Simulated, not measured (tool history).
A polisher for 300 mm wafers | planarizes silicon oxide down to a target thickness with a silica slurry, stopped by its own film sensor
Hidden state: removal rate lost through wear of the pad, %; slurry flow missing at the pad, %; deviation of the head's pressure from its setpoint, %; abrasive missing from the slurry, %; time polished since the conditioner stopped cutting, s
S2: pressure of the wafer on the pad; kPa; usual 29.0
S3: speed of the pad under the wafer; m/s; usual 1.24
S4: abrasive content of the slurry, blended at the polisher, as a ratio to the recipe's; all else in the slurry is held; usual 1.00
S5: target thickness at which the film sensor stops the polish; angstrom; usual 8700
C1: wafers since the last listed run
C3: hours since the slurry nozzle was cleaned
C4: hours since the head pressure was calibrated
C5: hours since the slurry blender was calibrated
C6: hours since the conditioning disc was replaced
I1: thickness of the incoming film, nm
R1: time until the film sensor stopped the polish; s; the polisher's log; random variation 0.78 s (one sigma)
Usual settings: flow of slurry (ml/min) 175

{"run": 1, "day": 0.0, "flow of slurry (ml/min)": 175, "S2": 29.0, "S3": 1.48, "S4": 1.0, "S5": 8700, "C1": 0, "wafers polished on this pad": 3171, "C3": 24.3, "C4": 325.9, "C5": 53.2, "C6": 66.2, "I1": 1165.6, "R1": 68.8}
{"run": 2, "day": 2.838, "flow of slurry (ml/min)": 175, "S2": 29.0, "S3": 1.24, "S4": 1.0, "S5": 8700, "C1": 832, "wafers polished on this pad": 4004, "C3": 92.4, "C4": 394.0, "C5": 121.3, "C6": 134.3, "I1": 1143.9, "R1": 74.4}
{"run": 3, "day": 5.575, "flow of slurry (ml/min)": 175, "S2": 29.0, "S3": 1.24, "S4": 1.0, "S5": 8700, "C1": 803, "wafers polished on this pad": 4807, "C3": 158.1, "C4": 459.7, "C5": 187.0, "C6": 200.0, "I1": 1156.1, "R1": 79.3}
{"run": 4, "day": 6.871, "flow of slurry (ml/min)": 175, "S2": 29.0, "S3": 1.24, "S4": 1.0, "S5": 8700, "C1": 380, "wafers polished on this pad": 5187, "C3": 189.2, "C4": 490.8, "C5": 218.1, "C6": 231.1, "I1": 1156.8, "R1": 79.2}
{"day": 7.562, "done": "worn pad replaced by a new one"}
{"run": 5, "day": 8.021, "flow of slurry (ml/min)": 175, "S2": 29.0, "S3": 1.24, "S4": 1.0, "S5": 8700, "C1": 288, "wafers polished on this pad": 134, "C3": 216.8, "C4": 518.4, "C5": 245.7, "C6": 258.7, "I1": 1167.3, "R1": 81.9}
{"run": 6, "day": 10.992, "flow of slurry (ml/min)": 175, "S2": 29.0, "S3": 1.24, "S4": 1.0, "S5": 8700, "C1": 871, "wafers polished on this pad": 1006, "C3": 288.1, "C4": 589.7, "C5": 317.0, "C6": 330.0, "I1": 1154.4, "R1": 81.9}
{"day": 12.562, "done": "slurry nozzle cleaned, repeated, since the last time left the tool worse"}
{"run": 7, "day": 13.167, "flow of slurry (ml/min)": 175, "S2": 29.0, "S3": 1.24, "S4": 1.0, "S5": 8700, "C1": 625, "wafers polished on this pad": 1631, "C3": 14.5, "C4": 641.9, "C5": 369.2, "C6": 382.2, "I1": 1160.8, "R1": 69.7}
{"day": 14.917, "done": "slurry blender recalibrated"}
{"run": 8, "day": 15.808, "flow of slurry (ml/min)": 195, "S2": 29.0, "S3": 1.24, "S4": 1.0, "S5": 9140, "C1": 750, "wafers polished on this pad": 2382, "C3": 77.9, "C4": 705.3, "C5": 21.4, "C6": 445.6, "I1": 1165.4, "R1": 58.5}
{"run": 9, "day": 17.488, "flow of slurry (ml/min)": 175, "S2": 29.0, "S3": 1.24, "S4": 1.0, "S5": 8700, "C1": 492, "wafers polished on this pad": 2874, "C3": 118.2, "C4": 745.6, "C5": 61.7, "C6": 485.9, "I1": 1178.8, "R1": 75.5}
{"day": 20.025, "done": "conditioning disc replaced and pad reconditioned"}
{"run": 10, "day": 20.121, "flow of slurry (ml/min)": 200, "S2": 29.0, "S3": 1.24, "S4": 1.0, "S5": 9470, "C1": 748, "wafers polished on this pad": 3622, "C3": 181.4, "C4": 808.8, "C5": 124.9, "C6": 2.3, "I1": 1174.0, "R1": 53.4}
{"run": 11, "day": 22.579, "flow of slurry (ml/min)": 200, "S2": 29.0, "S3": 1.24, "S4": 1.0, "S5": 9470, "C1": 721, "wafers polished on this pad": 4344, "C3": 240.4, "C4": 867.8, "C5": 183.9, "C6": 61.3, "I1": 1163.8, "R1": 51.7}
{"run": 12, "day": 24.762, "flow of slurry (ml/min)": 230, "S2": 29.0, "S3": 1.24, "S4": 1.15, "S5": 8700, "C1": 640, "wafers polished on this pad": 4984, "C3": 292.8, "C4": 920.2, "C5": 236.3, "C6": 113.7, "I1": 1189.4, "R1": 68.7}
{"day": 26.675, "done": "worn pad replaced by a new one"}
{"run": 13, "day": 27.325, "flow of slurry (ml/min)": 175, "S2": 29.0, "S3": 1.24, "S4": 1.0, "S5": 8700, "C1": 702, "wafers polished on this pad": 190, "C3": 354.3, "C4": 981.7, "C5": 297.8, "C6": 175.2, "I1": 1169.5, "R1": 74.5}
{"day": 28.988, "done": "slurry nozzle cleaned"}
{"run": 14, "day": 30.088, "flow of slurry (ml/min)": 190, "S2": 29.0, "S3": 1.04, "S4": 1.0, "S5": 9660, "C1": 798, "wafers polished on this pad": 988, "C3": 26.4, "C4": 1048.0, "C5": 364.1, "C6": 241.5, "I1": 1161.1, "R1": 54.1}
{"day": 31.871, "done": "slurry blender recalibrated"}
{"run": 15, "day": 32.425, "flow of slurry (ml/min)": 175, "S2": 29.0, "S3": 1.58, "S4": 0.75, "S5": 9680, "C1": 661, "wafers polished on this pad": 1650, "C3": 82.5, "C4": 1104.1, "C5": 13.3, "C6": 297.6, "I1": 1188.5, "R1": 55.8}
{"day": 33.279, "done": "head pressure recalibrated"}
{"run": 16, "day": 33.496, "flow of slurry (ml/min)": 175, "S2": 29.0, "S3": 1.24, "S4": 1.0, "S5": 8700, "C1": 289, "wafers polished on this pad": 1939, "C3": 108.2, "C4": 5.2, "C5": 39.0, "C6": 323.3, "I1": 1181.9, "R1": 74.6}
{"run": 17, "day": 37.1, "flow of slurry (ml/min)": 190, "S2": 24.1, "S3": 1.24, "S4": 1.3, "S5": 8160, "C1": 1057, "wafers polished on this pad": 2997, "C3": 194.7, "C4": 91.7, "C5": 125.5, "C6": 409.8, "I1": 1170.3, "R1": 86.0}
{"day": 38.808, "done": "conditioning disc replaced and pad reconditioned"}
{"day": 43.792, "done": "worn pad replaced by a new one"}
{"run": 18, "day": 43.838, "flow of slurry (ml/min)": 175, "S2": 29.0, "S3": 1.24, "S4": 1.0, "S5": 8700, "C1": 1903, "wafers polished on this pad": 13, "C3": 356.4, "C4": 253.4, "C5": 287.2, "C6": 120.7, "I1": 1172.0, "R1": 74.5}
{"run": 19, "day": 46.579, "flow of slurry (ml/min)": 190, "S2": 29.0, "S3": 1.06, "S4": 1.0, "S5": 8700, "C1": 804, "wafers polished on this pad": 817, "C3": 422.2, "C4": 319.2, "C5": 353.0, "C6": 186.5, "I1": 1181.6, "R1": 88.1}
{"day": 47.908, "done": "slurry nozzle cleaned"}
{"run": 20, "day": 48.704, "flow of slurry (ml/min)": 175, "S2": 29.0, "S3": 1.24, "S4": 1.0, "S5": 8700, "C1": 611, "wafers polished on this pad": 1428, "C3": 19.1, "C4": 370.2, "C5": 404.0, "C6": 237.5, "I1": 1151.2, "R1": 68.9}
{"day": 48.908, "done": "slurry blender recalibrated"}
{"run": 21, "day": 50.725, "flow of slurry (ml/min)": 175, "S2": 29.0, "S3": 1.24, "S4": 0.75, "S5": 9040, "C1": 568, "wafers polished on this pad": 1996, "C3": 67.6, "C4": 418.7, "C5": 43.6, "C6": 286.0, "I1": 1166.4, "R1": 81.5}

The next listed run, before its measurement:
{"run": 22, "day": 51.983, "flow of slurry (ml/min)": 175, "S2": 22.8, "S3": 1.24, "S4": 1.0, "S5": 8700, "C1": 369, "wafers polished on this pad": 2366, "C3": 97.8, "C4": 448.9, "C5": 73.8, "C6": 316.2, "I1": 1153.4, "R1": "?"}

{"run 22": {"R1": 86.7}}
Without the tool's hidden state the same run would have given R1 86.5 s.

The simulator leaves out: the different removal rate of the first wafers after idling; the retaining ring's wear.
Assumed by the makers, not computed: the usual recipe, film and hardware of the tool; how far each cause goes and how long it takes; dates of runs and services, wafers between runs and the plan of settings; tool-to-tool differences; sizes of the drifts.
